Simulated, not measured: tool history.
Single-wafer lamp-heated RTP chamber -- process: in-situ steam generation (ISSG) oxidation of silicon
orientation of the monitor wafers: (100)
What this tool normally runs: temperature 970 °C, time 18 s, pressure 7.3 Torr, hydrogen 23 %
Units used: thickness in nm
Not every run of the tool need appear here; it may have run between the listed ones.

run    hour  temperature  time  pressure  hydrogen  wafers since the last listed run  wafers since the last pyrometer calibration  hours since the pressure gauge was zeroed  hours since the hydrogen flow controller was replaced  hours since the gauge calibration  read-back reference wafer on the same gauge, thickness  thickness
  1       0          970    18       7.3        23                                 0                                         1871                                       3750                                                 4833.4                             1777.9                                                   4.688      4.882
  2     101          970    18       7.3        23                               964                                         2836                                       3851                                                 4934.4                             1878.9                                                   4.683      4.859
  3   202.4          970    18       7.3        23                               968                                         3805                                     3952.4                                                 5035.8                             1980.3                                                   4.687      4.887
  4   264.2          970    18       7.3        23                               590                                         4395                                     4014.2                                                 5097.6                             2042.1                                                    4.69      4.908
      398.2  -- hydrogen flow controller replaced
  5   575.5          970    18       7.3        23                              2897                                         7293                                     4325.5                                                  177.3                             2353.4                                                   4.702      4.941
  6   614.2          970    18       7.3        28                               369                                         7663                                     4364.2                                                    216                             2392.1                                                   4.685      5.213
      683.5  -- pyrometer window cleaned and pyrometer calibrated
  7   713.4          970    18       7.3        28                               871                                          285                                     4463.4                                                  315.2                             2491.3                                                    4.69      5.119
      726.5  -- gauge calibrated
  8   749.5          970    18       7.3        28                               344                                          630                                     4499.5                                                  351.3                                 23                                                   4.687      5.103
  9   820.1          987    18       7.3        23                               674                                         1304                                     4570.1                                                  421.9                               93.6                                                   4.691      5.153
        846  -- pressure gauge zeroed
 10   856.3          953    12       7.3        14                               269                                         1574                                       10.3                                                  458.1                              129.8                                                   4.696      3.491
 11   917.1          950    18       7.9        23                               580                                         2154                                       71.1                                                  518.9                              190.6                                                   4.697      4.596
 12   973.2          978    11       7.3        28                               535                                         2690                                      127.2                                                    575                              246.7                                                   4.683      4.327
 13  1056.7          970    18       8.3        23                               797                                         3488                                      210.7                                                  658.5                              330.2                                                   4.689      4.883
 14  1155.3          970    18       7.3        17                               942                                         4430                                      309.3                                                  757.1                              428.8                                                   4.687      4.555
 15  1223.7          963    18       7.3        15                               653                                         5084                                      377.7                                                  825.5                              497.2                                                   4.683       4.32
 16  1293.3          961    18       7.3        16                               664                                         5749                                      447.3                                                  895.1                              566.8                                                    4.69      4.413
 17  1385.9          983    13       7.9        29                               884                                         6633                                      539.9                                                  987.7                              659.4                                                   4.691      4.843
       1438  -- pyrometer window cleaned and pyrometer calibrated
 18  1438.5          966    18       7.3        30                               426                                            4                                      592.5                                                 1040.3                                712                                                   4.684      5.056
 19  1490.1          970    18       7.3        23                               492                                          497                                      644.1                                                 1091.9                              763.6                                                   4.688      4.854
 20  1534.1          970    18       6.9        23                               420                                          917                                      688.1                                                 1135.9                              807.6                                                   4.684      4.825
 21  1618.4          970    18       8.2        23                               805                                         1723                                      772.4                                                 1220.2                              891.9                                                   4.688      4.827
 22  1790.2          953    20       7.3        23                              1641                                         3364                                      944.2                                                   1392                             1063.7                                                   4.683      4.777
 23  1873.7          970    18       6.9        14                               797                                         4162                                     1027.7                                                 1475.5                             1147.2                                                   4.686      4.346
 24  1933.3          970    18       7.3        23                               569                                         4731                                     1087.3                                                 1535.1                             1206.8                                                   4.698      4.935
 25  1985.9          970    18       7.3        23                               502                                         5234                                     1139.9                                                 1587.7                             1259.4                                                   4.686      4.903
 26  2042.4          957    15       6.9        17                               539                                         5774                                     1196.4                                                 1644.2                             1315.9                                                   4.693      4.065
 27  2079.1          970    22       6.9        26                               350                                         6124                                     1233.1                                                 1680.9                             1352.6                                                    4.69      5.506
 28  2169.8          970    18       7.3        23                               866                                         6991                                     1323.8                                                 1771.6                             1443.3                                                    4.69      5.004

Run 29, settings as shown, results not yet in. Your forecast:
 29  2215.8          970    18       7.3        23                               439                                         7430                                     1369.8                                                 1817.6                             1489.3                                                       ?          ?

{"run 29": {"read-back reference wafer on the same gauge, thickness": 4.677, "thickness": 4.953}}
Had the tool carried no hidden state, the very same run would have given thickness 4.819 nm.

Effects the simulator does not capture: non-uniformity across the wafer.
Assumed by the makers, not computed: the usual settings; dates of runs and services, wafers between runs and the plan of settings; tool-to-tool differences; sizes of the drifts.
